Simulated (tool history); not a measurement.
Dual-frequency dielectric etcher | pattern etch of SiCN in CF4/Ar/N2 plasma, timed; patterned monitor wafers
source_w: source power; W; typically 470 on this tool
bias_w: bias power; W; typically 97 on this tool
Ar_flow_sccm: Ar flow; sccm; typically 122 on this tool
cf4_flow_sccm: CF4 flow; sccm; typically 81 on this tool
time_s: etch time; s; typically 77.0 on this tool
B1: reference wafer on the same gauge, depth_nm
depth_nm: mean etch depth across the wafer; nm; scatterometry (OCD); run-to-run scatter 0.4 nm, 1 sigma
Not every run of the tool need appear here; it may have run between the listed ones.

run 1 hour=0.0 | source_w=470 bias_w=97 Ar_flow_sccm=122 cf4_flow_sccm=81 time_s=93.5 | B1=73.4 | depth_nm=97.9
run 2 hour=82.6 | source_w=470 bias_w=97 Ar_flow_sccm=122 cf4_flow_sccm=81 time_s=77.0 | B1=73.4 | depth_nm=80.8
run 3 hour=155.3 | source_w=470 bias_w=97 Ar_flow_sccm=122 cf4_flow_sccm=81 time_s=77.0 | B1=73.5 | depth_nm=81.7
run 4 hour=198.2 | source_w=470 bias_w=97 Ar_flow_sccm=122 cf4_flow_sccm=81 time_s=77.0 | B1=73.3 | depth_nm=81.4
-- hour=283.3 Ar flow controller replaced
-- hour=284.9 upper electrode replaced
-- hour=287.9 wet clean of the chamber
run 5 hour=296.7 | source_w=470 bias_w=97 Ar_flow_sccm=122 cf4_flow_sccm=81 time_s=77.0 | B1=73.4 | depth_nm=78.3
run 6 hour=348.8 | source_w=470 bias_w=97 Ar_flow_sccm=122 cf4_flow_sccm=81 time_s=88.5 | B1=73.4 | depth_nm=90.8
run 7 hour=418.9 | source_w=470 bias_w=97 Ar_flow_sccm=122 cf4_flow_sccm=81 time_s=88.5 | B1=73.5 | depth_nm=91.1
run 8 hour=466.3 | source_w=470 bias_w=97 Ar_flow_sccm=111 cf4_flow_sccm=81 time_s=77.0 | B1=73.3 | depth_nm=81.1
run 9 hour=572.7 | source_w=470 bias_w=97 Ar_flow_sccm=122 cf4_flow_sccm=81 time_s=77.0 | B1=73.4 | depth_nm=80.2
-- hour=628.9 gauge calibrated
run 10 hour=669.7 | source_w=470 bias_w=97 Ar_flow_sccm=136 cf4_flow_sccm=81 time_s=77.0 | B1=73.4 | depth_nm=79.0
run 11 hour=728.8 | source_w=470 bias_w=97 Ar_flow_sccm=122 cf4_flow_sccm=81 time_s=92.5 | B1=73.4 | depth_nm=97.0
run 12 hour=793.8 | source_w=470 bias_w=97 Ar_flow_sccm=103 cf4_flow_sccm=81 time_s=77.0 | B1=73.4 | depth_nm=82.8
-- hour=805.5 source power generator calibrated
run 13 hour=861.7 | source_w=540 bias_w=87 Ar_flow_sccm=136 cf4_flow_sccm=64 time_s=77.0 | B1=73.5 | depth_nm=80.7
-- hour=925.6 wet clean of the chamber
run 14 hour=932.8 | source_w=470 bias_w=97 Ar_flow_sccm=122 cf4_flow_sccm=81 time_s=77.0 | B1=73.3 | depth_nm=78.8
-- hour=1006.7 bias power generator calibrated
run 15 hour=1013.0 | source_w=500 bias_w=97 Ar_flow_sccm=122 cf4_flow_sccm=101 time_s=68.0 | B1=73.4 | depth_nm=74.8
-- hour=1092.0 CF4 flow controller replaced
run 16 hour=1114.9 | source_w=470 bias_w=97 Ar_flow_sccm=147 cf4_flow_sccm=81 time_s=59.5 | B1=73.4 | depth_nm=59.7
run 17 hour=1182.2 | source_w=470 bias_w=97 Ar_flow_sccm=108 cf4_flow_sccm=94 time_s=77.0 | B1=73.5 | depth_nm=83.2
run 18 hour=1248.5 | source_w=470 bias_w=97 Ar_flow_sccm=122 cf4_flow_sccm=81 time_s=77.0 | B1=73.4 | depth_nm=79.4
run 19 hour=1300.2 | source_w=470 bias_w=97 Ar_flow_sccm=122 cf4_flow_sccm=81 time_s=77.0 | B1=73.3 | depth_nm=80.4
run 20 hour=1351.0 | source_w=440 bias_w=88 Ar_flow_sccm=135 cf4_flow_sccm=81 time_s=57.5 | B1=73.3 | depth_nm=53.5
run 21 hour=1426.0 | source_w=470 bias_w=109 Ar_flow_sccm=122 cf4_flow_sccm=81 time_s=77.0 | B1=73.5 | depth_nm=85.8
run 22 hour=1465.3 | source_w=510 bias_w=73 Ar_flow_sccm=122 cf4_flow_sccm=81 time_s=56.0 | B1=73.4 | depth_nm=52.4

3 options for the next run, each taken on its own from the tool as it stands now. Forecast them:
run A hour=1465.7 | source_w=470 bias_w=97 Ar_flow_sccm=122 cf4_flow_sccm=81 time_s=77.0 | B1=? | depth_nm=?
run B hour=1465.7 | source_w=470 bias_w=97 Ar_flow_sccm=147 cf4_flow_sccm=63 time_s=77.0 | B1=? | depth_nm=?
run C hour=1465.7 | source_w=540 bias_w=84 Ar_flow_sccm=100 cf4_flow_sccm=87 time_s=77.0 | B1=? | depth_nm=?

run=A B1=73.4 depth_nm=80.5
run=B B1=73.4 depth_nm=76.6
run=C B1=73.4 depth_nm=84.4
Stripped of hidden state, with their random variation kept, the same runs would have yielded:
run=A depth_nm=78.3
run=B depth_nm=74.5
run=C depth_nm=82.1
